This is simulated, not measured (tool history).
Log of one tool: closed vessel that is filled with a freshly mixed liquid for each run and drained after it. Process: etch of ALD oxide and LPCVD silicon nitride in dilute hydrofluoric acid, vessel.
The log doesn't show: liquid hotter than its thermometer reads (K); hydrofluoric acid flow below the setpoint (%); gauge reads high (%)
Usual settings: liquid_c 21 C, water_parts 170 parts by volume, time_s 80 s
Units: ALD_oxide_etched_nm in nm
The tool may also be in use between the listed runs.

run    hour  liquid_c  water_parts  time_s  wafers since the last listed run  hours since the thermometer was replaced  hours since the hydrofluoric acid flow meter was replaced  hours since the gauge calibration  read-back film thickness of the ALD oxide reference wafer, read on the same gauge (nm)  ALD_oxide_etched_nm
  1       0        21          170      80                                 0                                     132.8                                                       70.4                             2209.8                                                                                 125.932                4.816
  2    74.9        21          170      80                              7121                                     207.7                                                      145.3                             2284.7                                                                                 126.028                4.786
  3     181        21          170      80                             10087                                     313.8                                                      251.4                             2390.8                                                                                 126.032                4.802
  4   282.4        25          240      40                              9640                                     415.2                                                      352.8                             2492.2                                                                                 126.161                1.854
  5   530.1        17          240      80                             23549                                     662.9                                                      600.5                             2739.9                                                                                  126.33                2.746
      570.2  -- thermometer replaced
  6   600.5        21          105      80                              6598                                      30.3                                                      670.9                             2810.3                                                                                 126.349                8.363
  7     653        21           85      80                              4991                                      82.8                                                      723.4                             2862.8                                                                                 126.381                10.48
  8   758.9        21          170      80                             10068                                     188.7                                                      829.3                             2968.7                                                                                 126.447                4.883
  9   843.7        21          240     100                              8062                                     273.5                                                      914.1                             3053.5                                                                                 126.522                3.987
      896.7  -- hydrofluoric acid flow meter replaced
 10     991        25          200      40                             13909                                     420.8                                                       94.3                             3200.8                                                                                 126.532                2.328
 11  1057.1        21          225      50                              6284                                     486.9                                                      160.4                             3266.9                                                                                 126.607                2.171
 12  1162.3        21          170      80                             10001                                     592.1                                                      265.6                             3372.1                                                                                 126.595                4.931
     1243.9  -- gauge calibrated
 13  1244.1        21          170      50                              7777                                     673.9                                                      347.4                                0.2                                                                                 118.855                2.854
     1304.5  -- thermometer replaced
 14  1322.6        21          170      80                              7368                                      18.1                                                      425.9                               78.7                                                                                 119.325                4.564
 15  1477.7      24.5          110      50                             14746                                     173.2                                                        581                              233.8                                                                                 120.012                5.452
 16  1577.6        18          170     105                              9497                                     273.1                                                      680.9                              333.7                                                                                 120.472                5.357
 17  1634.1        21          170      45                              5371                                     329.6                                                      737.4                              390.2                                                                                 120.667                2.644
 18  1728.1      18.5           85     125                              8936                                     423.6                                                      831.4                              484.2                                                                                 121.081               14.385
 19  1791.9        17          125      60                              6065                                     487.4                                                      895.2                                548                                                                                 121.235                4.229
 20  1832.7        17          215     100                              3879                                     528.2                                                        936                              588.8                                                                                 121.424                3.751
 21  1886.8        21          215      80                              5143                                     582.3                                                      990.1                              642.9                                                                                 121.553                3.536
 22  1924.2        19          145      55                              3555                                     619.7                                                     1027.5                              680.3                                                                                 121.754                3.607
 23  1969.3        21          170      80                              4287                                     664.8                                                     1072.6                              725.4                                                                                 121.831                4.708
     2060.1  -- hydrofluoric acid flow meter replaced
 24  2070.6        21          170      95                              9535                                     766.1                                                       10.5                              826.7                                                                                 122.076                5.542
 25    2111      24.5          170      80                              3841                                     806.5                                                       50.9                              867.1                                                                                 122.221                5.347

Forecast each of these 5 alternatives for the next run:
  A  2111.7        21          170      80                                66                                     807.2                                                       51.6                              867.8                                                                                       ?                    ?
  B  2111.7        21          105      55                                66                                     807.2                                                       51.6                              867.8                                                                                       ?                    ?
  C  2111.7        17          170      35                                66                                     807.2                                                       51.6                              867.8                                                                                       ?                    ?
  D  2111.7        21          170      55                                66                                     807.2                                                       51.6                              867.8                                                                                       ?                    ?
  E  2111.7        21           90      80                                66                                     807.2                                                       51.6                              867.8                                                                                       ?                    ?

run  read-back film thickness of the ALD oxide reference wafer, read on the same gauge (nm)  ALD_oxide_etched_nm
  A                                                                                 122.223                4.679
  B                                                                                 122.223                5.589
  C                                                                                 122.223                1.747
  D                                                                                 122.223                3.217
  E                                                                                 122.223                9.649
Without the tool's hidden state the same runs would have given:
run  ALD_oxide_etched_nm
  A                4.594
  B                5.487
  C                1.715
  D                3.158
  E                9.473
